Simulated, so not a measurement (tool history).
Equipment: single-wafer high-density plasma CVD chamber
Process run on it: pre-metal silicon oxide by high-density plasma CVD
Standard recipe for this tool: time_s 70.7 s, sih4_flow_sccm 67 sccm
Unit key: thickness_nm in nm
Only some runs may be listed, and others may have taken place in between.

run,hour,time_s,sih4_flow_sccm,"read-back reference wafer on the same gauge, thickness_nm",thickness_nm
1,0.0,70.7,67,553.142,498.530
2,39.6,70.7,67,553.299,498.756
3,97.8,70.7,67,553.072,500.319
4,155.5,70.7,57,552.921,431.268
5,191.7,70.7,57,552.535,430.545
6,236.0,70.7,57,552.987,431.482
7,280.2,64.3,76,553.019,513.063
8,321.6,64.3,76,552.910,512.726
9,362.5,64.3,76,552.516,512.866
10,396.1,70.7,67,553.076,504.164
11,421.2,70.7,67,553.295,502.632
12,478.8,70.7,67,552.866,503.616
# hour 527.3: gauge calibrated
13,543.2,70.7,67,552.719,504.805
14,613.7,70.7,67,552.757,501.794
# hour 638.3: silane flow controller replaced
15,666.7,70.7,67,553.354,491.625
16,696.6,79.9,79,552.817,646.058
17,738.5,70.7,67,552.830,493.005
18,789.4,74.8,55,553.255,432.633
19,851.3,64.3,76,553.191,501.875
20,894.5,82.2,80,553.011,673.968
21,949.7,64.4,67,552.704,448.027
22,1008.5,77.7,79,552.569,630.961
23,1046.9,70.7,63,553.169,465.549
24,1115.2,77.3,80,553.069,634.087
25,1162.7,70.7,67,553.017,491.816
26,1199.2,70.7,67,552.540,492.268
27,1229.8,77.3,80,553.418,634.084
28,1263.8,75.6,60,553.569,477.760
29,1307.2,84.5,67,553.092,588.734

Below are 5 alternative next runs, each starting from the tool's condition after run 29. Predict each:
A,1307.6,70.7,74,?,?
B,1307.6,60.6,55,?,?
C,1307.6,64.0,61,?,?
D,1307.6,70.7,54,?,?
E,1307.6,80.5,76,?,?

run,"read-back reference wafer on the same gauge, thickness_nm",thickness_nm
A,553.168,540.609
B,553.168,352.157
C,553.168,409.008
D,553.168,404.021
E,553.168,631.097
With the hidden condition removed and each run's random variation left untouched, the same runs would have given:
run,thickness_nm
A,538.877
B,351.029
C,407.698
D,402.726
E,629.075
